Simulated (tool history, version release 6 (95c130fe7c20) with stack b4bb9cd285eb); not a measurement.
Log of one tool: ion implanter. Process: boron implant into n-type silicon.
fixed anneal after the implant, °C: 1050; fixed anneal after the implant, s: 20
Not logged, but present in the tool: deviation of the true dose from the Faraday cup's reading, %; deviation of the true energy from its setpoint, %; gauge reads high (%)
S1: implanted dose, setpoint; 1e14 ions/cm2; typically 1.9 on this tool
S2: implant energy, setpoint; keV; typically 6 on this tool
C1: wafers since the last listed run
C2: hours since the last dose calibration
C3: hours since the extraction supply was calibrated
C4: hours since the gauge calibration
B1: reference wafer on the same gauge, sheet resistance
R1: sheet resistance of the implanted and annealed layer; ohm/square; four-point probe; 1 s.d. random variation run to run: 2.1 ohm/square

Run 1, hour 0: usual settings; C1 0; C2 1567.1; C3 5430.6; C4 533.3; B1 694.41. Result: R1 606.75 ohm/square.
Run 2, hour 25.9: usual settings; C1 314; C2 1593; C3 5456.5; C4 559.2; B1 694.44. Result: R1 606.09 ohm/square.
Run 3, hour 54.4: usual settings; C1 345; C2 1621.5; C3 5485; C4 587.7; B1 693.89. Result: R1 602.77 ohm/square.
Run 4, hour 108: usual settings but S2 4.5 keV; C1 650; C2 1675.1; C3 5538.6; C4 641.3; B1 694.33. Result: R1 623.59 ohm/square.
Run 5, hour 139.8: usual settings but S1 1.52 1e14 ions/cm2, S2 7.5 keV; C1 386; C2 1706.9; C3 5570.4; C4 673.1; B1 693.94. Result: R1 715.18 ohm/square.
Run 6, hour 151.9: usual settings but S1 1.52 1e14 ions/cm2, S2 7.5 keV; C1 146; C2 1719; C3 5582.5; C4 685.2; B1 694.17. Result: R1 710.56 ohm/square.
Run 7, hour 164: usual settings; C1 146; C2 1731.1; C3 5594.6; C4 697.3; B1 694.1. Result: R1 608.29 ohm/square.
Run 8, hour 181.4: usual settings; C1 211; C2 1748.5; C3 5612; C4 714.7; B1 694.09. Result: R1 609.39 ohm/square.
Run 9, hour 199.5: usual settings but S1 1.62 1e14 ions/cm2; C1 219; C2 1766.6; C3 5630.1; C4 732.8; B1 694.29. Result: R1 695.66 ohm/square.
Run 10, hour 212.1: usual settings but S1 1.62 1e14 ions/cm2; C1 152; C2 1779.2; C3 5642.7; C4 745.4; B1 693.86. Result: R1 695.17 ohm/square.
Run 11, hour 236.7: usual settings but S1 1.62 1e14 ions/cm2; C1 298; C2 1803.8; C3 5667.3; C4 770; B1 694.05. Result: R1 691.13 ohm/square.
Run 12, hour 251.7: usual settings; C1 182; C2 1818.8; C3 5682.3; C4 785; B1 693.76. Result: R1 608.51 ohm/square.
Run 13, hour 283.7: usual settings; C1 388; C2 1850.8; C3 5714.3; C4 817; B1 694.5. Result: R1 613.57 ohm/square.
At hour 286.6: gauge calibrated.
At hour 317.9: Faraday cup replaced and dose calibrated.
Run 14, hour 318.4: usual settings; C1 324; C2 0.5; C3 5749; C4 31.8; B1 694.07. Result: R1 592.24 ohm/square.
Run 15, hour 339: usual settings but S1 2.29 1e14 ions/cm2; C1 250; C2 21.1; C3 5769.6; C4 52.4; B1 694.04. Result: R1 504.51 ohm/square.
Run 16, hour 373: usual settings but S1 2.29 1e14 ions/cm2; C1 412; C2 55.1; C3 5803.6; C4 86.4; B1 694.52. Result: R1 503.45 ohm/square.
Run 17, hour 404.6: usual settings but S1 2.29 1e14 ions/cm2; C1 383; C2 86.7; C3 5835.2; C4 118; B1 693.93. Result: R1 507.4 ohm/square.
Run 18, hour 425.4: usual settings; C1 252; C2 107.5; C3 5856; C4 138.8; B1 694.24. Result: R1 592.71 ohm/square.
Run 19, hour 457.2: usual settings but S1 1.62 1e14 ions/cm2; C1 386; C2 139.3; C3 5887.8; C4 170.6; B1 694.43. Result: R1 674.69 ohm/square.
Run 20, hour 489.1: usual settings but S1 1.48 1e14 ions/cm2, S2 4 keV; C1 387; C2 171.2; C3 5919.7; C4 202.5; B1 693.41. Result: R1 768.33 ohm/square.
Run 21, hour 516.9: usual settings but S1 2.05 1e14 ions/cm2, S2 4.5 keV; C1 337; C2 199; C3 5947.5; C4 230.3; B1 693.6. Result: R1 568.51 ohm/square.
Run 22, hour 549.4: usual settings but S2 7.5 keV; C1 394; C2 231.5; C3 5980; C4 262.8; B1 694.02. Result: R1 571.65 ohm/square.
Run 23, hour 629.5: usual settings but S1 2.2 1e14 ions/cm2, S2 7.5 keV; C1 972; C2 311.6; C3 6060.1; C4 342.9; B1 694.32. Result: R1 507.62 ohm/square.
Run 24, hour 655.8: usual settings but S2 5 keV; C1 319; C2 337.9; C3 6086.4; C4 369.2; B1 693.88. Result: R1 602.69 ohm/square.
Run 25, hour 675.2: usual settings but S1 1.62 1e14 ions/cm2; C1 235; C2 357.3; C3 6105.8; C4 388.6; B1 693.83. Result: R1 673.31 ohm/square.
Run 26, hour 703.8: usual settings but S1 2.45 1e14 ions/cm2, S2 7 keV; C1 347; C2 385.9; C3 6134.4; C4 417.2; B1 693.85. Result: R1 471.87 ohm/square.
Run 27, hour 797.9: usual settings but S1 2.09 1e14 ions/cm2; C1 1142; C2 480; C3 6228.5; C4 511.3; B1 694.22. Result: R1 544.78 ohm/square.
At hour 810.7: extraction supply calibrated.
Run 28, hour 816.6: usual settings but S1 1.69 1e14 ions/cm2, S2 7 keV; C1 129; C2 498.7; C3 5.9; C4 530; B1 693.91. Result: R1 641.51 ohm/square.
Run 29, hour 851.3: usual settings but S2 6.5 keV; C1 421; C2 533.4; C3 40.6; C4 564.7; B1 693.93. Result: R1 588.59 ohm/square.
Run 30, hour 875.1: usual settings; C1 288; C2 557.2; C3 64.4; C4 588.5; B1 694.38. Result: R1 593.06 ohm/square.
Run 31, hour 893.2: usual settings but S1 1.47 1e14 ions/cm2; C1 219; C2 575.3; C3 82.5; C4 606.6; B1 693.86. Result: R1 732.11 ohm/square.
Run 32, hour 926.9: usual settings but S1 2.23 1e14 ions/cm2, S2 7.5 keV; C1 409; C2 609; C3 116.2; C4 640.3; B1 693.71. Result: R1 504.59 ohm/square.
Run 33, hour 943.1: usual settings but S1 2.42 1e14 ions/cm2, S2 8 keV; C1 196; C2 625.2; C3 132.4; C4 656.5; B1 694.35. Result: R1 471.27 ohm/square.
Run 34, hour 971.7: usual settings but S1 1.65 1e14 ions/cm2, S2 5.5 keV; C1 347; C2 653.8; C3 161; C4 685.1; B1 694.01. Result: R1 669.71 ohm/square.
Run 35, hour 992.9: usual settings but S1 2.15 1e14 ions/cm2; C1 257; C2 675; C3 182.2; C4 706.3; B1 694.35. Result: R1 536.13 ohm/square.
Run 36, hour 1023.9: usual settings but S1 1.41 1e14 ions/cm2; C1 376; C2 706; C3 213.2; C4 737.3; B1 693.83. Result: R1 757.43 ohm/square.
At hour 1038.3: gauge calibrated.
Run 37, hour 1128: usual settings; C1 1263; C2 810.1; C3 317.3; C4 89.7; B1 693.85. Result: R1 592.06 ohm/square.
Run 38, hour 1140: usual settings but S1 2.33 1e14 ions/cm2, S2 8 keV; C1 145; C2 822.1; C3 329.3; C4 101.7; B1 694.35. Result: R1 485.47 ohm/square.

Measured minus without-hidden-state, run by run (identical run-to-run variation in each term; gauge scatter may differ):
run      R1
  1  +15.22
  2  +15.74
  3  +16.26
  4  +18.23
  5  +21.33
  6  +21.51
  7  +18.86
  8  +19.29
  9  +22.39
 10  +22.71
 11  +23.24
 12  +20.94
 13   +21.9
 14   +2.24
 15   +1.93
 16   +1.94
 17   +1.97
 18   +2.32
 19   +2.68
 20   +3.18
 21   +2.43
 22   +2.49
 23   +2.47
 24   +3.05
 25   +3.46
 26   +2.57
 27   +3.44
 28   +4.14
 29   +4.05
 30   +4.25
 31   +5.36
 32   +3.97
 33   +3.82
 34   +5.63
 35   +4.72
 36   +6.91
 37   +6.48
 38   +5.45
